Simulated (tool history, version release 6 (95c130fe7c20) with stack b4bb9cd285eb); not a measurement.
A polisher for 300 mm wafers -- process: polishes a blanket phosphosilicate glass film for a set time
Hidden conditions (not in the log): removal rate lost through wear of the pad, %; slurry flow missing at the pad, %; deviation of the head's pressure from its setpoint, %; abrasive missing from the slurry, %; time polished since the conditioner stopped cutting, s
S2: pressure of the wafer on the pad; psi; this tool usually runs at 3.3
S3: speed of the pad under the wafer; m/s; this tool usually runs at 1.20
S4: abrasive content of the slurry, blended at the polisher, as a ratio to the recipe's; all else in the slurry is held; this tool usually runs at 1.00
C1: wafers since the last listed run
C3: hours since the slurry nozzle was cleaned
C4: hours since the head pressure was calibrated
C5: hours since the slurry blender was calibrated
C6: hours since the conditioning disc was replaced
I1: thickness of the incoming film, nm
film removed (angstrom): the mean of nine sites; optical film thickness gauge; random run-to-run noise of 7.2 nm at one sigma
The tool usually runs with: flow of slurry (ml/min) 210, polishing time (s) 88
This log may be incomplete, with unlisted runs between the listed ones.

Run 1, day 0.000: usual settings but S3 1.30 m/s; C1 0; wafers polished on this pad 112; C3 308.8; C4 193.2; C5 251.7; C6 72.8; I1 2698.5. Result: film removed (angstrom) 7441.
Run 2, day 2.167: usual settings but S4 0.80; C1 450; wafers polished on this pad 562; C3 360.8; C4 245.2; C5 303.7; C6 124.8; I1 2698.5. Result: film removed (angstrom) 5597.
At day 3.796: slurry blender recalibrated.
At day 4.696: slurry nozzle cleaned.
At day 4.958: head pressure recalibrated.
Run 3, day 5.092: usual settings but S4 0.80; C1 564; wafers polished on this pad 1126; C3 9.5; C4 3.2; C5 31.1; C6 195.0; I1 2735.3. Result: film removed (angstrom) 6127.
Run 4, day 7.046: usual settings but flow of slurry (ml/min) 235; C1 406; wafers polished on this pad 1532; C3 56.4; C4 50.1; C5 78.0; C6 241.9; I1 2712.2. Result: film removed (angstrom) 7348.
Run 5, day 8.938: usual settings; C1 393; wafers polished on this pad 1925; C3 101.8; C4 95.5; C5 123.4; C6 287.3; I1 2723.0. Result: film removed (angstrom) 7125.
At day 11.358: conditioning disc replaced and pad reconditioned.
Run 6, day 11.892: usual settings; C1 596; wafers polished on this pad 2522; C3 172.7; C4 166.4; C5 194.3; C6 12.8; I1 2680.3. Result: film removed (angstrom) 6911.
Run 7, day 13.142: usual settings; C1 259; wafers polished on this pad 2782; C3 202.7; C4 196.4; C5 224.3; C6 42.8; I1 2706.6. Result: film removed (angstrom) 6902.
At day 13.792: worn pad replaced by a new one.
Run 8, day 15.967: usual settings but flow of slurry (ml/min) 165; C1 552; wafers polished on this pad 451; C3 270.5; C4 264.2; C5 292.1; C6 110.6; I1 2730.9. Result: film removed (angstrom) 6568.
At day 17.408: head pressure recalibrated.
At day 17.642: slurry blender recalibrated.
Run 9, day 18.038: usual settings but flow of slurry (ml/min) 165; C1 395; wafers polished on this pad 847; C3 320.2; C4 15.1; C5 9.5; C6 160.3; I1 2689.3. Result: film removed (angstrom) 6583.
Run 10, day 19.467: usual settings; C1 296; wafers polished on this pad 1144; C3 354.5; C4 49.4; C5 43.8; C6 194.6; I1 2683.1. Result: film removed (angstrom) 6846.
At day 19.883: slurry nozzle cleaned.
Run 11, day 21.812: usual settings but flow of slurry (ml/min) 235, S4 1.10; C1 478; wafers polished on this pad 1623; C3 46.3; C4 105.7; C5 100.1; C6 250.9; I1 2639.9. Result: film removed (angstrom) 7844.
Run 12, day 23.846: usual settings; C1 422; wafers polished on this pad 2045; C3 95.1; C4 154.5; C5 148.9; C6 299.7; I1 2668.3. Result: film removed (angstrom) 7100.
At day 25.400: conditioning disc replaced and pad reconditioned.
At day 26.100: worn pad replaced by a new one.
Run 13, day 26.421: usual settings; C1 483; wafers polished on this pad 66; C3 156.9; C4 216.3; C5 210.7; C6 24.5; I1 2691.2. Result: film removed (angstrom) 7080.
Run 14, day 27.954: usual settings but S3 0.78 m/s, S4 0.75; C1 318; wafers polished on this pad 385; C3 193.7; C4 253.1; C5 247.5; C6 61.3; I1 2740.7. Result: film removed (angstrom) 3821.
At day 29.517: head pressure recalibrated.
Run 15, day 30.346: usual settings but S2 2.9 psi, polishing time (s) 106; C1 479; wafers polished on this pad 865; C3 251.1; C4 19.9; C5 304.9; C6 118.7; I1 2731.4. Result: film removed (angstrom) 7333.
At day 30.604: slurry blender recalibrated.
Run 16, day 31.396: usual settings; C1 200; wafers polished on this pad 1065; C3 276.3; C4 45.1; C5 19.0; C6 143.9; I1 2672.4. Result: film removed (angstrom) 6893.
Run 17, day 32.933: usual settings but S4 0.80; C1 319; wafers polished on this pad 1385; C3 313.2; C4 82.0; C5 55.9; C6 180.8; I1 2724.7. Result: film removed (angstrom) 5680.
Run 18, day 35.329: usual settings but flow of slurry (ml/min) 270, S3 1.60 m/s; C1 497; wafers polished on this pad 1883; C3 370.7; C4 139.5; C5 113.4; C6 238.3; I1 2685.8. Result: film removed (angstrom) 9008.
Run 19, day 36.788: usual settings but S4 1.30, polishing time (s) 104; C1 302; wafers polished on this pad 2186; C3 405.7; C4 174.5; C5 148.4; C6 273.3; I1 2692.6. Result: film removed (angstrom) 9533.
At day 37.921: worn pad replaced by a new one.
Run 20, day 37.988: usual settings but polishing time (s) 72; C1 214; wafers polished on this pad 13; C3 434.5; C4 203.3; C5 177.2; C6 302.1; I1 2685.9. Result: film removed (angstrom) 5572.
At day 38.067: slurry nozzle cleaned.
Run 21, day 39.479: usual settings but polishing time (s) 112; C1 301; wafers polished on this pad 315; C3 33.9; C4 239.1; C5 213.0; C6 337.9; I1 2703.2. Result: film removed (angstrom) 9370.
At day 39.992: conditioning disc replaced and pad reconditioned.
Run 22, day 41.571: usual settings but flow of slurry (ml/min) 185, S2 4.0 psi, S4 0.90, polishing time (s) 62; C1 417; wafers polished on this pad 732; C3 84.1; C4 289.3; C5 263.2; C6 37.9; I1 2672.4. Result: film removed (angstrom) 5546.
At day 41.758: head pressure recalibrated.
At day 42.242: slurry blender recalibrated.
Run 23, day 42.654: usual settings but S2 2.5 psi; C1 190; wafers polished on this pad 922; C3 110.1; C4 21.5; C5 9.9; C6 63.9; I1 2724.4. Result: film removed (angstrom) 5407.
Run 24, day 44.562: usual settings but S3 1.44 m/s, S4 0.85; C1 396; wafers polished on this pad 1319; C3 155.9; C4 67.3; C5 55.7; C6 109.7; I1 2710.7. Result: film removed (angstrom) 7080.
At day 49.842: worn pad replaced by a new one.
Run 25, day 50.708: usual settings but S4 1.25; C1 1242; wafers polished on this pad 180; C3 303.4; C4 214.8; C5 203.2; C6 257.2; I1 2664.5. Result: film removed (angstrom) 7889.
Run 26, day 51.862: usual settings but S4 0.80, polishing time (s) 77; C1 239; wafers polished on this pad 420; C3 331.1; C4 242.5; C5 230.9; C6 284.9; I1 2674.0. Result: film removed (angstrom) 5062.

Consider 3 possible next runs. They are alternatives, not a sequence: every one starts from the tool as it was left by run 26. What does each give?
Run A, day 51.879: usual settings; C1 3; wafers polished on this pad 423; C3 331.5; C4 242.9; C5 231.3; C6 285.3; I1 2685.7. Result: film removed (angstrom) ?.
Run B, day 51.879: usual settings but S2 4.2 psi; C1 3; wafers polished on this pad 423; C3 331.5; C4 242.9; C5 231.3; C6 285.3; I1 2685.7. Result: film removed (angstrom) ?.
Run C, day 51.879: usual settings but flow of slurry (ml/min) 160, S2 2.5 psi, S4 1.30, polishing time (s) 80; C1 3; wafers polished on this pad 423; C3 331.5; C4 242.9; C5 231.3; C6 285.3; I1 2685.7. Result: film removed (angstrom) ?.

run  film removed (angstrom)
  A                     6795
  B                     8648
  C                     5172
Without the tool's unlogged condition, the same runs would have read:
run  film removed (angstrom)
  A                     7332
  B                     9332
  C                     5692
